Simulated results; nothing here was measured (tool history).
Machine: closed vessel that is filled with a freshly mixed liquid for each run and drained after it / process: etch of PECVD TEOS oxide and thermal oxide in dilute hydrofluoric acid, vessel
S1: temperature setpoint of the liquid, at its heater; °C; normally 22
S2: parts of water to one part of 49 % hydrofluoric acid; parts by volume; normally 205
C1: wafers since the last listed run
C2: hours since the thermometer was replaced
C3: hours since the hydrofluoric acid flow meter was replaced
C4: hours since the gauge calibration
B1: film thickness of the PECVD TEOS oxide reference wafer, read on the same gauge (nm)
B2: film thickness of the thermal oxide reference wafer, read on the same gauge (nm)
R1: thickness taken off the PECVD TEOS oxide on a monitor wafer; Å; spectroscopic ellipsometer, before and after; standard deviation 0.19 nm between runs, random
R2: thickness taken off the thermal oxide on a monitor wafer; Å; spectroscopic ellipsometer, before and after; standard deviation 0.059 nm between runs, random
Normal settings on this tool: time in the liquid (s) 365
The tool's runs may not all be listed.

{"run": 1, "day": 0.0, "S1": 22, "S2": 205, "time in the liquid (s)": 365, "C1": 0, "C2": 1621.5, "C3": 1652.4, "C4": 404.8, "B1": 70.01, "B2": 119.99, "R1": 406.5, "R2": 65.3}
{"day": 0.571, "done": "hydrofluoric acid flow meter replaced"}
{"run": 2, "day": 0.592, "S1": 22, "S2": 165, "time in the liquid (s)": 365, "C1": 656, "C2": 1635.7, "C3": 0.5, "C4": 419, "B1": 69.99, "B2": 119.97, "R1": 552.1, "R2": 89.5}
{"run": 3, "day": 0.85, "S1": 22, "S2": 165, "time in the liquid (s)": 365, "C1": 308, "C2": 1641.9, "C3": 6.7, "C4": 425.2, "B1": 70, "B2": 119.98, "R1": 549.5, "R2": 88.9}
{"run": 4, "day": 1.6, "S1": 22, "S2": 165, "time in the liquid (s)": 365, "C1": 895, "C2": 1659.9, "C3": 24.7, "C4": 443.2, "B1": 70.02, "B2": 120, "R1": 545.7, "R2": 88.6}
{"run": 5, "day": 2.242, "S1": 22, "S2": 205, "time in the liquid (s)": 365, "C1": 766, "C2": 1675.3, "C3": 40.1, "C4": 458.6, "B1": 70.01, "B2": 120.02, "R1": 422.5, "R2": 69.5}
{"run": 6, "day": 2.6, "S1": 17.5, "S2": 155, "time in the liquid (s)": 470, "C1": 427, "C2": 1683.9, "C3": 48.7, "C4": 467.2, "B1": 70.01, "B2": 120.02, "R1": 635.1, "R2": 102.9}
{"run": 7, "day": 3.346, "S1": 22, "S2": 205, "time in the liquid (s)": 365, "C1": 890, "C2": 1701.8, "C3": 66.6, "C4": 485.1, "B1": 69.99, "B2": 120, "R1": 420.8, "R2": 68.3}
{"run": 8, "day": 3.8, "S1": 22, "S2": 205, "time in the liquid (s)": 365, "C1": 542, "C2": 1712.7, "C3": 77.5, "C4": 496, "B1": 69.99, "B2": 119.96, "R1": 421.5, "R2": 67.6}
{"run": 9, "day": 4.15, "S1": 22, "S2": 160, "time in the liquid (s)": 365, "C1": 417, "C2": 1721.1, "C3": 85.9, "C4": 504.4, "B1": 70, "B2": 119.99, "R1": 568.8, "R2": 91.4}
{"run": 10, "day": 4.617, "S1": 19.5, "S2": 205, "time in the liquid (s)": 365, "C1": 557, "C2": 1732.3, "C3": 97.1, "C4": 515.6, "B1": 70, "B2": 120, "R1": 386.2, "R2": 62.1}
{"run": 11, "day": 5.012, "S1": 23.5, "S2": 205, "time in the liquid (s)": 300, "C1": 472, "C2": 1741.8, "C3": 106.6, "C4": 525.1, "B1": 70, "B2": 120.03, "R1": 371.7, "R2": 60.4}
{"run": 12, "day": 5.362, "S1": 26.5, "S2": 165, "time in the liquid (s)": 365, "C1": 417, "C2": 1750.2, "C3": 115, "C4": 533.5, "B1": 69.99, "B2": 120.02, "R1": 650.3, "R2": 104.7}
{"run": 13, "day": 5.796, "S1": 22, "S2": 250, "time in the liquid (s)": 450, "C1": 517, "C2": 1760.6, "C3": 125.4, "C4": 543.9, "B1": 70, "B2": 119.99, "R1": 407.4, "R2": 66.3}
{"run": 14, "day": 6.167, "S1": 23.5, "S2": 155, "time in the liquid (s)": 145, "C1": 442, "C2": 1769.5, "C3": 134.3, "C4": 552.8, "B1": 70, "B2": 120.02, "R1": 247.7, "R2": 40.1}
{"run": 15, "day": 6.775, "S1": 17, "S2": 285, "time in the liquid (s)": 180, "C1": 726, "C2": 1784.1, "C3": 148.9, "C4": 567.4, "B1": 70.01, "B2": 119.99, "R1": 114.9, "R2": 18.5}
{"run": 16, "day": 7.392, "S1": 17, "S2": 285, "time in the liquid (s)": 180, "C1": 736, "C2": 1798.9, "C3": 163.7, "C4": 582.2, "B1": 69.99, "B2": 119.99, "R1": 114.7, "R2": 18.7}
{"run": 17, "day": 8.046, "S1": 24, "S2": 250, "time in the liquid (s)": 295, "C1": 781, "C2": 1814.6, "C3": 179.4, "C4": 597.9, "B1": 70.01, "B2": 120, "R1": 286, "R2": 47.2}

What does the tool deliver on the next run?
{"day": 8.092, "done": "gauge calibrated"}
{"run": 18, "day": 8.483, "S1": 17.5, "S2": 155, "time in the liquid (s)": 470, "C1": 522, "C2": 1825.1, "C3": 189.9, "C4": 9.4, "B1": "?", "B2": "?", "R1": "?", "R2": "?"}

{"run 18": {"B1": 70.01, "B2": 120.01, "R1": 631.5, "R2": 102.7}}
If the tool had no hidden condition, the same run with the same run-to-run variation would have returned R1 636.9 Å, R2 103.6 Å.

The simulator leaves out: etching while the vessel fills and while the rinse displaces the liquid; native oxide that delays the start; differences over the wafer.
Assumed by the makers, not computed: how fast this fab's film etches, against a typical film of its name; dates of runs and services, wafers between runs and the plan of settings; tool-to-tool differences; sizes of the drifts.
